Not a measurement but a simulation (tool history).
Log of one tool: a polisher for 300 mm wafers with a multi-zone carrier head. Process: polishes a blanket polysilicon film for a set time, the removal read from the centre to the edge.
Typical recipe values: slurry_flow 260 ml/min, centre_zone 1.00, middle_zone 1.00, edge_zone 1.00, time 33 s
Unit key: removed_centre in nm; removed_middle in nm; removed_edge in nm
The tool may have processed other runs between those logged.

run,hour,slurry_flow,centre_zone,middle_zone,edge_zone,time,"incoming thickness of the incoming film, nm",removed_centre,removed_middle,removed_edge
1,0.0,260,1.00,1.00,1.00,33,2344.4,200.0,191.1,202.9
2,99.7,345,1.06,1.00,1.00,38,2385.7,246.9,225.0,238.5
3,181.5,260,1.00,1.00,0.91,29,2344.8,173.0,164.4,168.1
# hour 205.6: slurry nozzle cleaned
4,219.7,260,1.00,1.00,1.00,21,2390.4,139.5,131.1,134.0
5,260.3,235,1.00,1.00,0.89,25,2379.4,157.9,150.1,148.3
6,346.6,185,1.00,1.00,1.00,33,2356.3,191.9,185.8,201.6
7,436.7,260,0.91,1.08,0.94,27,2394.5,157.7,172.1,167.3
8,479.5,205,0.94,0.89,1.00,21,2381.0,117.1,107.9,127.1
# hour 651.7: worn pad replaced by a new one
9,713.5,260,1.00,1.00,1.00,33,2356.6,199.8,192.9,204.0
10,804.7,260,1.03,0.95,0.94,37,2383.9,227.9,204.3,222.0
11,900.6,200,1.00,1.07,1.09,25,2381.3,140.1,141.3,154.1
# hour 955.1: edge zone pressure recalibrated
12,1002.3,260,1.00,1.00,1.00,33,2382.9,193.8,187.3,203.0
# hour 1005.3: centre zone pressure recalibrated
13,1059.3,260,0.92,1.00,1.00,41,2324.3,229.8,233.1,249.9
# hour 1093.0: slurry nozzle cleaned
# hour 1129.3: carrier head's membrane replaced by a new one
14,1157.1,260,0.92,0.89,1.00,33,2345.5,198.2,182.6,212.3
15,1243.9,260,1.09,1.00,1.00,33,2403.8,226.6,198.5,207.7
16,1294.7,260,1.00,1.00,1.00,33,2396.4,203.9,197.1,206.7
17,1391.3,195,1.00,0.95,0.93,44,2382.6,259.1,231.2,250.9
18,1449.8,260,1.00,1.00,1.00,33,2346.7,205.4,192.5,205.4
# hour 1497.4: worn pad replaced by a new one
19,1554.0,260,1.00,1.00,1.00,33,2363.6,198.4,189.6,207.1
20,1875.9,260,1.00,1.00,1.00,33,2346.4,193.1,189.5,200.6
# hour 1903.9: slurry nozzle cleaned
21,1973.1,260,0.89,1.00,1.00,33,2368.1,194.7,203.5,214.8

What the log doesn't show, run by run:
removal rate lost through wear of the pad, %: 0 in every run
deviation of the centre zone's pressure from its setpoint, %: 0 in every run
deviation of the edge zone's pressure from its setpoint, %: 0 in every run
H1: slurry flow missing at the pad, %
run,H1
1,38.6
2,39.9
3,40.6
4,2.22
5,7.87
6,17.4
7,24.5
8,27.1
9,35.9
10,37.7
11,39.1
12,40
13,40.4
14,9.91
15,19.1
16,23.3
17,29.3
18,32
19,35.5
20,40.8
21,10.2
